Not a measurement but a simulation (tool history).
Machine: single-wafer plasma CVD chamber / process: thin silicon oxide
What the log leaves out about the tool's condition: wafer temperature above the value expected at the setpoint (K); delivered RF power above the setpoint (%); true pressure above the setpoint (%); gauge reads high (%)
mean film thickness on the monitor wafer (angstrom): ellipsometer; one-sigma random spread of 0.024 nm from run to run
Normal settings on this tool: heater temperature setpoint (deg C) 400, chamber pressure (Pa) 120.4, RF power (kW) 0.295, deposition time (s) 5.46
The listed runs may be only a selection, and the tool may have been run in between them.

run,hour,heater temperature setpoint (deg C),chamber pressure (Pa),RF power (kW),deposition time (s),wafers since the last listed run,hours since the last thermocouple change,hours since the last RF generator calibration,hours since the last manometer calibration,hours since the showerhead was replaced,hours since the gauge calibration,"read-back reference wafer on the same gauge, thickness_nm",mean film thickness on the monitor wafer (angstrom)
1,0,400,120.4,0.295,5.46,0,2164.8,1066.2,2313.6,5300.9,41.5,10.895,111.52
2,6.8,400,120.4,0.295,5.06,159,2171.6,1073,2320.4,5307.7,48.3,10.9,103.03
3,21.7,400,120.4,0.295,5.46,350,2186.5,1087.9,2335.3,5322.6,63.2,10.898,111.82
4,31.5,400,120.4,0.295,5.46,230,2196.3,1097.7,2345.1,5332.4,73,10.898,111.27
5,44.1,400,112.8,0.295,5.23,296,2208.9,1110.3,2357.7,5345,85.6,10.904,102.97
6,59.7,400,112.8,0.295,5.23,366,2224.5,1125.9,2373.3,5360.6,101.2,10.902,102.54
7,72.6,397,120.4,0.28,5.46,303,2237.4,1138.8,2386.2,5373.5,114.1,10.9,109.48
8,84.6,397,120.4,0.28,5.46,282,2249.4,1150.8,2398.2,5385.5,126.1,10.895,109.86
9,100.8,397,120.4,0.28,5.46,381,2265.6,1167,2414.4,5401.7,142.3,10.895,109.45
10,112.2,400,120.4,0.295,5.46,268,2277,1178.4,2425.8,5413.1,153.7,10.902,111.65
11,123.8,400,120.4,0.295,5.46,272,2288.6,1190,2437.4,5424.7,165.3,10.898,111.49
12,138.2,400,120.4,0.295,5.46,338,2303,1204.4,2451.8,5439.1,179.7,10.9,111.36
13,167.7,400,120.4,0.295,4.73,693,2332.5,1233.9,2481.3,5468.6,209.2,10.898,96.58
14,178.7,400,120.4,0.295,5.46,258,2343.5,1244.9,2492.3,5479.6,220.2,10.898,111.59
# hour 205.4: RF generator calibrated
# hour 221.3: gauge calibrated
15,224.7,400,120.4,0.295,5.46,893,2389.5,19.3,2538.3,5525.6,3.4,10.902,111.66
16,231,400,143.6,0.315,4.4,148,2395.8,25.6,2544.6,5531.9,9.7,10.897,100.99
# hour 242.2: capacitance manometer re-zeroed and calibrated
17,245,400,91.6,0.295,5.89,141,2409.8,39.6,2.8,5545.9,23.7,10.902,101.82
18,258.8,400,120.4,0.295,5.46,324,2423.6,53.4,16.6,5559.7,37.5,10.903,111.53
# hour 273.6: thermocouple changed; heater temperature recalibrated
19,274.1,400,120.4,0.245,5.88,171,0.5,68.7,31.9,5575,52.8,10.9,113.18
# hour 290.4: showerhead replaced
20,290.9,400,120.4,0.295,5.46,206,17.3,85.5,48.7,0.5,69.6,10.897,111.73
21,295.3,400,104,0.295,4.95,103,21.7,89.9,53.1,4.9,74,10.9,92.3
22,309.9,409,128,0.295,4.64,343,36.3,104.5,67.7,19.5,88.6,10.898,97.9
23,318.7,400,132.5,0.325,5.46,206,45.1,113.3,76.5,28.3,97.4,10.897,121.42
24,331.7,400,120.4,0.295,5.46,305,58.1,126.3,89.5,41.3,110.4,10.899,111.41
25,340.3,400,129.6,0.295,5.46,202,66.7,134.9,98.1,49.9,119,10.901,116.58
26,347.5,409,130.3,0.265,6.38,169,73.9,142.1,105.3,57.1,126.2,10.899,131.38
27,358.6,392,120.4,0.355,5.06,261,85,153.2,116.4,68.2,137.3,10.901,110.08
28,367.9,394,129.5,0.275,6.3,218,94.3,162.5,125.7,77.5,146.6,10.9,131.61

Below are 4 alternative next runs, each starting from the tool's condition after run 28. Predict each:
A,368.3,400,120.4,0.28,5.46,9,94.7,162.9,126.1,77.9,147,?,?
B,368.3,413,120.4,0.26,5.8,9,94.7,162.9,126.1,77.9,147,?,?
C,368.3,400,103.1,0.34,5.46,9,94.7,162.9,126.1,77.9,147,?,?
D,368.3,400,97.3,0.295,4.71,9,94.7,162.9,126.1,77.9,147,?,?

run,"read-back reference wafer on the same gauge, thickness_nm",mean film thickness on the monitor wafer (angstrom)
A,10.901,109.8
B,10.901,113.04
C,10.901,106.5
D,10.901,84.83
With the hidden condition removed and each run's random variation left untouched, the same runs would have given:
run,mean film thickness on the monitor wafer (angstrom)
A,109.8
B,113.04
C,106.5
D,84.83
